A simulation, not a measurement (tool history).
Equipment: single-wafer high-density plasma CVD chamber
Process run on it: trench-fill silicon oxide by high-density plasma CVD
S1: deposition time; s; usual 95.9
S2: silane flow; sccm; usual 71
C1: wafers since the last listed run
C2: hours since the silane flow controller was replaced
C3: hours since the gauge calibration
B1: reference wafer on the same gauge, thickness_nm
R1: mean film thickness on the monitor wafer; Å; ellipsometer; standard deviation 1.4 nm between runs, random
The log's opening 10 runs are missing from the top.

run   hour     S1  S2   C1      C2     C3       B1       R1
 11  335.4   95.9  71  351  4050.5  725.7  780.474  7356.96
 12  359.1   86.3  71  237  4074.2  749.4   781.03  6629.43
 13  390.8   86.3  71  317  4105.9  781.1  780.995  6673.44
 14  422.3    103  71  315  4137.4  812.6  780.892  7922.31
 15  437.1   95.9  76  148  4152.2  827.4  780.864  7841.03
     451.9  -- silane flow controller replaced
     501.7  -- gauge calibrated
 16  519.6  105.9  71  745    67.7   17.9  781.075  7871.28
 17  552.4  104.7  81  328   100.5   50.7  781.143  8786.32
 18  569.6   95.9  63  172   117.7   67.9  781.109  6397.13
 19  590.6  111.2  80  210   138.7   88.9  780.559  9224.85
 20  625.1  104.9  71  345   173.2  123.4  781.201  7822.56
 21  644.5   89.7  75  194   192.6  142.8  781.123  6995.05
 22  667.6   90.6  63  231   215.7  165.9  781.002  6053.98
 23  683.8    109  63  162   231.9  182.1    780.9  7265.01
 24  705.2   95.9  71  214   253.3  203.5  781.163  7164.37
 25  723.4   95.9  71  182   271.5  221.7  780.809  7167.57
 26  753.8  104.1  57  304   301.9  252.1  781.058  6361.98
 27  788.3  103.1  63  345   336.4  286.6  780.682  6938.02
 28  816.3   90.7  59  280   364.4  314.6   781.26  5735.08
 29  831.1   81.4  71  148   379.2  329.4  781.348  6103.46
 30  857.9   95.9  57  268     406  356.2  781.199  5907.76
 31  878.9   87.1  59  210     427  377.2  781.099     5508
 32  905.7   81.4  71  268   453.8    404  780.989  6105.91

Predict each of these 5 candidate next runs independently; none follows another, all start after run 32:
  A  906.1  105.6  71   4  454.2  404.4   ?   ?
  B  906.1  110.3  64   4  454.2  404.4   ?   ?
  C  906.1  113.9  67   4  454.2  404.4   ?   ?
  D  906.1   95.9  75   4  454.2  404.4   ?   ?
  E  906.1  108.7  67   4  454.2  404.4   ?   ?

run       B1       R1
  A  781.137  7941.42
  B  781.137  7542.51
  C  781.137  8121.65
  D  781.137  7585.75
  E  781.137  7750.87
Stripped of hidden state, with their random variation kept, the same runs would have yielded:
run       R1
  A  7820.42
  B  7427.59
  C  7997.91
  D  7470.16
  E  7632.77
